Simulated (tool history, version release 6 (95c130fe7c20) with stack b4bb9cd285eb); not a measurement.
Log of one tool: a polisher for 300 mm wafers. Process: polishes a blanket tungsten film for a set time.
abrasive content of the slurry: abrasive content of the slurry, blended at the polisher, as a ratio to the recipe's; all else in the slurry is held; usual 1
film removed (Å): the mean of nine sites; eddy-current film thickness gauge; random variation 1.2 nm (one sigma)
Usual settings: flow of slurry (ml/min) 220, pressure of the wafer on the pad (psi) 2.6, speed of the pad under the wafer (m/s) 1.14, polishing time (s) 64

run   hour  flow of slurry (ml/min)  pressure of the wafer on the pad (psi)  speed of the pad under the wafer (m/s)  abrasive content of the slurry  polishing time (s)  wafers since the last listed run  wafers polished on this pad  hours since the slurry nozzle was cleaned  hours since the head pressure was calibrated  hours since the slurry blender was calibrated  hours since the slurry got fresh peroxide  incoming thickness of the incoming film, nm  film removed (Å)
  1      0                      220                                     2.6                                    1.14                               1                  64                                 0                          407                                      227.8                                        1082.6                                          284.5                                        4.7                                       1059.6              1972
       6.8  -- slurry blender recalibrated
  2   39.3                      220                                     2.6                                    1.14                               1                  64                               235                          643                                      267.1                                        1121.9                                           32.5                                         44                                       1055.6              1958
      49.3  -- worn pad replaced by a new one
  3   85.4                      220                                     2.6                                    1.14                               1                  64                               265                          227                                      313.2                                          1168                                           78.6                                       90.1                                       1059.7              1952
     119.4  -- slurry tank refilled with fresh slurry and peroxide
  4  122.9                      220                                     3.3                                    1.14                               1                  64                               230                          457                                      350.7                                        1205.5                                          116.1                                        3.5                                       1052.3              2485
  5    160                      220                                     2.6                                    1.14                               1                  75                               233                          691                                      387.8                                        1242.6                                          153.2                                       40.6                                       1055.6              2305
     173.3  -- worn pad replaced by a new one
  6  187.5                      220                                     2.6                                     1.4                               1                  64                               148                           89                                      415.3                                        1270.1                                          180.7                                       68.1                                       1073.3              2225
     228.9  -- slurry tank refilled with fresh slurry and peroxide
  7  249.3                      220                                     2.6                                     1.4                               1                  64                               383                          472                                      477.1                                        1331.9                                          242.5                                       20.4                                       1077.3              2215
     269.9  -- slurry blender recalibrated
  8  298.4                      220                                     2.6                                     1.4                               1                  64                               297                          769                                      526.2                                          1381                                           28.5                                       69.5                                       1061.4              2238
     307.6  -- worn pad replaced by a new one
  9  329.7                      250                                     2.6                                    1.14                             0.9                  64                               172                          139                                      557.5                                        1412.3                                           59.8                                      100.8                                       1045.8              1930
     338.9  -- slurry tank refilled with fresh slurry and peroxide
     347.8  -- head pressure recalibrated
 10  394.6                      220                                     2.6                                    1.14                               1                  64                               390                          529                                      622.4                                          46.8                                          124.7                                       55.7                                       1048.4              1951
     411.8  -- slurry nozzle cleaned
 11  430.7                      155                                     2.6                                    1.14                               1                  64                               221                          750                                       18.9                                          82.9                                          160.8                                       91.8                                       1060.9              1876
     437.8  -- worn pad replaced by a new one
     465.3  -- slurry tank refilled with fresh slurry and peroxide
 12  484.8                      220                                     2.6                                    1.14                               1                  64                               309                          290                                         73                                           137                                          214.9                                       19.5                                         1046              1954
 13    517                      220                                     2.3                                    1.14                               1                  42                               203                          493                                      105.2                                         169.2                                          247.1                                       51.7                                       1067.9              1126
     544.6  -- worn pad replaced by a new one
 14  545.1                      220                                     2.6                                    1.02                               1                  71                               151                            3                                      133.3                                         197.3                                          275.2                                       79.8                                       1073.8              2038
     586.5  -- slurry blender recalibrated
     597.8  -- slurry tank refilled with fresh slurry and peroxide
 15  599.8                      220                                     2.6                                    1.14                             0.9                  64                               326                          329                                        188                                           252                                           13.3                                          2                                       1064.3              1880
 16  625.2                      220                                     2.6                                    1.48                               1                  64                               160                          489                                      213.4                                         277.4                                           38.7                                       27.4                                       1083.7              2298

4 ways to go on from here, each from the tool as it stands after run 16. What would each give?
  A  625.6                      220                                     1.8                                    1.14                               1                  64                                 2                          492                                      213.8                                         277.8                                           39.1                                       27.8                                         1059                 ?
  B  625.6                      280                                     2.6                                    1.14                               1                  64                                 2                          492                                      213.8                                         277.8                                           39.1                                       27.8                                         1059                 ?
  C  625.6                      220                                     2.8                                    1.14                             0.7                  64                                 2                          492                                      213.8                                         277.8                                           39.1                                       27.8                                         1059                 ?
  D  625.6                      220                                     3.1                                    1.14                               1                  73                                 2                          492                                      213.8                                         277.8                                           39.1                                       27.8                                         1059                 ?

run  film removed (Å)
  A              1347
  B              1991
  C              1863
  D              2647
Without the tool's hidden state the same runs would have given:
run  film removed (Å)
  A              1347
  B              1991
  C              1863
  D              2647
